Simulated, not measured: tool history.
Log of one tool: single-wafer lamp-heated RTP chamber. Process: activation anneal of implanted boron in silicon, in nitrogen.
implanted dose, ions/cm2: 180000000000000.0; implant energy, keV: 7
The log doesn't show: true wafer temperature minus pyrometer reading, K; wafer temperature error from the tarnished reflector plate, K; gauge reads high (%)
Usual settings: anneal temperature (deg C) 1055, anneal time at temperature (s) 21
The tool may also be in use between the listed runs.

run    hour  anneal temperature (deg C)  anneal time at temperature (s)  wafers since the last listed run  wafers since the last pyrometer calibration  wafers since the reflector plate was cleaned  hours since the gauge calibration  read-back reference wafer on the same gauge, sheet resistance  sheet resistance of the implanted and annealed layer (ohm/square)
  1     0.0                        1075                              21                                 0                                         1163                                          4353                             1184.8                                                         540.91                                                             473.60
       23.4  -- gauge calibrated
  2   103.1                        1075                              21                              2083                                         3246                                          6436                               79.7                                                         560.28                                                             489.51
      126.2  -- reflector plate cleaned
  3   174.3                        1067                              21                              1277                                         4523                                           971                              150.9                                                         560.08                                                             491.05
  4   247.1                        1067                              21                              1470                                         5994                                          2442                              223.7                                                         560.33                                                             491.33
      307.9  -- pyrometer window cleaned and pyrometer calibrated
  5   324.4                        1067                              21                              1400                                          333                                          3843                              301.0                                                         559.49                                                             490.11
  6   426.5                        1055                              21                              2063                                         2396                                          5906                              403.1                                                         558.83                                                             493.87
  7   517.1                        1055                              21                              1830                                         4227                                          7736                              493.7                                                         557.38                                                             490.67
      549.5  -- reflector plate cleaned
      601.3  -- pyrometer window cleaned and pyrometer calibrated
  8   608.0                        1055                              21                              1513                                          135                                          1020                              584.6                                                         556.77                                                             489.41
  9   647.0                        1036                              21                               788                                          923                                          1808                              623.6                                                         555.73                                                             493.55
 10   695.4                        1036                              21                               977                                         1901                                          2786                              672.0                                                         554.97                                                             492.34
 11   766.1                        1036                              21                              1428                                         3330                                          4215                              742.7                                                         554.12                                                             489.39
 12   819.2                        1055                              21                              1072                                         4403                                          5288                              795.8                                                         552.91                                                             487.22
 13   925.6                        1055                              31                              2149                                         6552                                          7438                              902.2                                                         550.81                                                             483.98
      947.7  -- reflector plate cleaned
      975.5  -- pyrometer window cleaned and pyrometer calibrated
 14  1028.9                        1032                              30                              1763                                         1078                                          1478                             1005.5                                                         548.58                                                             482.71
 15  1074.9                        1055                              30                               929                                         2008                                          2408                             1051.5                                                         547.46                                                             481.41
 16  1141.2                        1064                              24                              1339                                         3348                                          3747                             1117.8                                                         545.70                                                             477.42
 17  1198.1                        1055                              21                              1149                                         4497                                          4897                             1174.7                                                         543.87                                                             479.68
     1293.5  -- pyrometer window cleaned and pyrometer calibrated
     1319.0  -- gauge calibrated
     1339.4  -- reflector plate cleaned
 18  1339.9                        1047                              12                              2541                                          775                                            10                               20.9                                                         558.73                                                             492.04
 19  1428.5                        1029                              33                              1790                                         2565                                          1800                              109.5                                                         559.19                                                             490.76
 20  1489.6                        1072                              21                              1234                                         3799                                          3035                              170.6                                                         559.17                                                             490.17
 21  1537.7                        1055                              21                               971                                         4771                                          4006                              218.7                                                         558.36                                                             490.47
 22  1610.5                        1055                              14                              1470                                         6242                                          5477                              291.5                                                         557.81                                                             493.03
     1684.6  -- pyrometer window cleaned and pyrometer calibrated
 23  1709.7                        1075                              28                              1842                                          506                                          7320                              390.7                                                         556.81                                                             483.84

Hidden state or all else? Some run-to-run changes of sheet resistance of the implanted and annealed layer (ohm/square), split into what the settings, what came in and random variation would give without the hidden state, and what is left for the hidden state (with any gauge scatter that isn't in both results):
Run 1 -> 2: gauge calibrated. sheet resistance of the implanted and annealed layer (ohm/square) +15.91: hidden state +17.02, all else -1.11.
Run 17 -> 18: anneal temperature (deg C) 1055 -> 1047, anneal time at temperature (s) 21 -> 12, pyrometer window cleaned and pyrometer calibrated, gauge calibrated, reflector plate cleaned. sheet resistance of the implanted and annealed layer (ohm/square) +12.36: hidden state +13.27, all else -0.91.
